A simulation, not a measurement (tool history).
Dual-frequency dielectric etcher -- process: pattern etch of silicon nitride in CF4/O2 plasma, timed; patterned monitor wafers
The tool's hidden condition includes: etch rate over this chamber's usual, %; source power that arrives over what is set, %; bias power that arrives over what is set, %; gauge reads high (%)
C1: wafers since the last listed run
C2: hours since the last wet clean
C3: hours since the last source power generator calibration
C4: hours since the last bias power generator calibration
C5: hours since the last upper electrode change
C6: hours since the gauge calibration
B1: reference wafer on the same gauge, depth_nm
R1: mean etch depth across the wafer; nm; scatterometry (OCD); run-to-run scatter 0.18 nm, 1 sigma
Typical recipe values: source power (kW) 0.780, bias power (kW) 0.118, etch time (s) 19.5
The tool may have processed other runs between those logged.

run 1 hour=0.0 | source_power_(kW)=0.720 bias_power_(kW)=0.118 etch_time_(s)=19.5 | C1=0 C2=426.2 C3=2845.7 C4=4033.1 C5=1986.5 C6=399.0 | B1=52.6 | R1=45.5
-- hour=16.4 wet clean of the chamber
run 2 hour=69.5 | source_power_(kW)=0.720 bias_power_(kW)=0.118 etch_time_(s)=19.5 | C1=705 C2=53.1 C3=2915.2 C4=4102.6 C5=2056.0 C6=468.5 | B1=52.6 | R1=45.7
run 3 hour=160.6 | source_power_(kW)=0.780 bias_power_(kW)=0.141 etch_time_(s)=19.5 | C1=1210 C2=144.2 C3=3006.3 C4=4193.7 C5=2147.1 C6=559.6 | B1=52.6 | R1=53.8
run 4 hour=258.3 | source_power_(kW)=0.780 bias_power_(kW)=0.141 etch_time_(s)=19.5 | C1=1298 C2=241.9 C3=3104.0 C4=4291.4 C5=2244.8 C6=657.3 | B1=52.5 | R1=53.9
run 5 hour=295.7 | source_power_(kW)=0.780 bias_power_(kW)=0.141 etch_time_(s)=19.5 | C1=496 C2=279.3 C3=3141.4 C4=4328.8 C5=2282.2 C6=694.7 | B1=52.7 | R1=54.0
-- hour=457.7 wet clean of the chamber
run 6 hour=458.2 | source_power_(kW)=0.870 bias_power_(kW)=0.118 etch_time_(s)=19.5 | C1=1840 C2=0.5 C3=3303.9 C4=4491.3 C5=2444.7 C6=857.2 | B1=52.7 | R1=54.8
run 7 hour=516.1 | source_power_(kW)=0.780 bias_power_(kW)=0.118 etch_time_(s)=19.5 | C1=769 C2=58.4 C3=3361.8 C4=4549.2 C5=2502.6 C6=915.1 | B1=52.6 | R1=49.4
run 8 hour=576.0 | source_power_(kW)=0.780 bias_power_(kW)=0.118 etch_time_(s)=19.5 | C1=795 C2=118.3 C3=3421.7 C4=4609.1 C5=2562.5 C6=975.0 | B1=52.5 | R1=49.2
-- hour=660.6 source power generator calibrated
-- hour=818.5 wet clean of the chamber
-- hour=857.6 gauge calibrated
run 9 hour=860.6 | source_power_(kW)=0.780 bias_power_(kW)=0.118 etch_time_(s)=19.5 | C1=3409 C2=42.1 C3=200.0 C4=4893.7 C5=2847.1 C6=3.0 | B1=52.5 | R1=48.1
run 10 hour=945.9 | source_power_(kW)=0.780 bias_power_(kW)=0.118 etch_time_(s)=19.5 | C1=1133 C2=127.4 C3=285.3 C4=4979.0 C5=2932.4 C6=88.3 | B1=52.6 | R1=47.8
-- hour=988.4 bias power generator calibrated
run 11 hour=1031.3 | source_power_(kW)=0.780 bias_power_(kW)=0.118 etch_time_(s)=19.5 | C1=1081 C2=212.8 C3=370.7 C4=42.9 C5=3017.8 C6=173.7 | B1=52.5 | R1=48.0
run 12 hour=1067.7 | source_power_(kW)=0.710 bias_power_(kW)=0.118 etch_time_(s)=19.5 | C1=483 C2=249.2 C3=407.1 C4=79.3 C5=3054.2 C6=210.1 | B1=52.6 | R1=43.5
run 13 hour=1105.4 | source_power_(kW)=0.780 bias_power_(kW)=0.118 etch_time_(s)=22.0 | C1=500 C2=286.9 C3=444.8 C4=117.0 C5=3091.9 C6=247.8 | B1=52.7 | R1=54.1
-- hour=1158.0 upper electrode replaced
run 14 hour=1158.5 | source_power_(kW)=0.780 bias_power_(kW)=0.118 etch_time_(s)=19.5 | C1=386 C2=340.0 C3=497.9 C4=170.1 C5=0.5 C6=300.9 | B1=52.6 | R1=48.3
-- hour=1214.8 wet clean of the chamber
run 15 hour=1215.3 | source_power_(kW)=0.780 bias_power_(kW)=0.118 etch_time_(s)=23.0 | C1=435 C2=0.5 C3=554.7 C4=226.9 C5=57.3 C6=357.7 | B1=52.5 | R1=57.2
run 16 hour=1274.7 | source_power_(kW)=0.600 bias_power_(kW)=0.118 etch_time_(s)=21.0 | C1=789 C2=59.9 C3=614.1 C4=286.3 C5=116.7 C6=417.1 | B1=52.6 | R1=40.3
run 17 hour=1340.6 | source_power_(kW)=0.780 bias_power_(kW)=0.126 etch_time_(s)=19.5 | C1=875 C2=125.8 C3=680.0 C4=352.2 C5=182.6 C6=483.0 | B1=52.6 | R1=50.0
run 18 hour=1405.0 | source_power_(kW)=0.720 bias_power_(kW)=0.118 etch_time_(s)=19.5 | C1=855 C2=190.2 C3=744.4 C4=416.6 C5=247.0 C6=547.4 | B1=52.7 | R1=44.9

Expected results for the next run?
run 19 hour=1499.4 | source_power_(kW)=0.690 bias_power_(kW)=0.131 etch_time_(s)=16.0 | C1=1254 C2=284.6 C3=838.8 C4=511.0 C5=341.4 C6=641.8 | B1=? | R1=?

{"run 19": {"B1": 52.6, "R1": 37.1}}
With the hidden condition absent and the run-to-run variation left alone, this run would have shown R1 36.2 nm.
